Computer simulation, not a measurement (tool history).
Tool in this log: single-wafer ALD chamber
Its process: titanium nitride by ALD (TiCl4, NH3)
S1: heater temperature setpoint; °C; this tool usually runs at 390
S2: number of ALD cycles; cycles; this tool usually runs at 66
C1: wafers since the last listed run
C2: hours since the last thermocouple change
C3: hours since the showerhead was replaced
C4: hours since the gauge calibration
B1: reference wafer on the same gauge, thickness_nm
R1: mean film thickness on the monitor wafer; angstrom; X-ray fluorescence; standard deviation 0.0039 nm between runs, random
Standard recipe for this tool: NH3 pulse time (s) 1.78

Run 1, hour 0: usual settings but NH3 pulse time (s) 1.45; C1 0; C2 1996.5; C3 6907.5; C4 455.5; B1 1.787. Result: R1 15.69 angstrom.
Run 2, hour 7.8: usual settings but NH3 pulse time (s) 1.45; C1 38; C2 2004.3; C3 6915.3; C4 463.3; B1 1.788. Result: R1 15.65 angstrom.
Run 3, hour 14.3: usual settings; C1 32; C2 2010.8; C3 6921.8; C4 469.8; B1 1.788. Result: R1 15.79 angstrom.
Run 4, hour 24.9: usual settings; C1 52; C2 2021.4; C3 6932.4; C4 480.4; B1 1.787. Result: R1 15.8 angstrom.
Run 5, hour 40: usual settings; C1 75; C2 2036.5; C3 6947.5; C4 495.5; B1 1.788. Result: R1 15.72 angstrom.
Run 6, hour 46.9: usual settings; C1 34; C2 2043.4; C3 6954.4; C4 502.4; B1 1.791. Result: R1 15.81 angstrom.
Run 7, hour 64.3: usual settings but S1 394 °C; C1 86; C2 2060.8; C3 6971.8; C4 519.8; B1 1.791. Result: R1 15.94 angstrom.
Run 8, hour 82: usual settings but S1 394 °C; C1 88; C2 2078.5; C3 6989.5; C4 537.5; B1 1.793. Result: R1 15.83 angstrom.
Run 9, hour 88.8: usual settings; C1 33; C2 2085.3; C3 6996.3; C4 544.3; B1 1.791. Result: R1 15.82 angstrom.
Run 10, hour 96.1: usual settings; C1 36; C2 2092.6; C3 7003.6; C4 551.6; B1 1.793. Result: R1 15.94 angstrom.
Run 11, hour 108.2: usual settings; C1 60; C2 2104.7; C3 7015.7; C4 563.7; B1 1.792. Result: R1 15.84 angstrom.
Run 12, hour 118.3: usual settings but NH3 pulse time (s) 2.24; C1 50; C2 2114.8; C3 7025.8; C4 573.8; B1 1.792. Result: R1 16.07 angstrom.
Run 13, hour 132.9: usual settings but NH3 pulse time (s) 2.24; C1 72; C2 2129.4; C3 7040.4; C4 588.4; B1 1.795. Result: R1 16.07 angstrom.
Run 14, hour 139.9: usual settings but NH3 pulse time (s) 2.24; C1 34; C2 2136.4; C3 7047.4; C4 595.4; B1 1.793. Result: R1 15.97 angstrom.
Run 15, hour 156.6: usual settings; C1 83; C2 2153.1; C3 7064.1; C4 612.1; B1 1.796. Result: R1 15.84 angstrom.
Run 16, hour 165.6: usual settings; C1 44; C2 2162.1; C3 7073.1; C4 621.1; B1 1.796. Result: R1 15.93 angstrom.
Run 17, hour 182: usual settings; C1 81; C2 2178.5; C3 7089.5; C4 637.5; B1 1.798. Result: R1 15.93 angstrom.
Run 18, hour 190.6: usual settings but S1 402 °C, S2 61 cycles, NH3 pulse time (s) 2.32; C1 42; C2 2187.1; C3 7098.1; C4 646.1; B1 1.798. Result: R1 15.01 angstrom.
Run 19, hour 198.3: usual settings; C1 38; C2 2194.8; C3 7105.8; C4 653.8; B1 1.799. Result: R1 15.92 angstrom.
Run 20, hour 210.8: usual settings but S2 73 cycles, NH3 pulse time (s) 1.18; C1 62; C2 2207.3; C3 7118.3; C4 666.3; B1 1.798. Result: R1 17.27 angstrom.
Run 21, hour 223.9: usual settings but S1 376 °C, S2 55 cycles, NH3 pulse time (s) 1.52; C1 65; C2 2220.4; C3 7131.4; C4 679.4; B1 1.8. Result: R1 12.93 angstrom.
Run 22, hour 235.1: usual settings but S1 385 °C, S2 76 cycles, NH3 pulse time (s) 2.39; C1 55; C2 2231.6; C3 7142.6; C4 690.6; B1 1.8. Result: R1 18.46 angstrom.

Run 23 has not been measured yet. What should we expect?
Run 23, hour 253: usual settings but S1 379 °C, NH3 pulse time (s) 2.24; C1 89; C2 2249.5; C3 7160.5; C4 708.5; B1 ?. Result: R1 ?.

Run 23 yielded B1 1.803, R1 15.93 angstrom.
Had the tool carried no hidden state, the very same run would have given R1 15.73 angstrom.
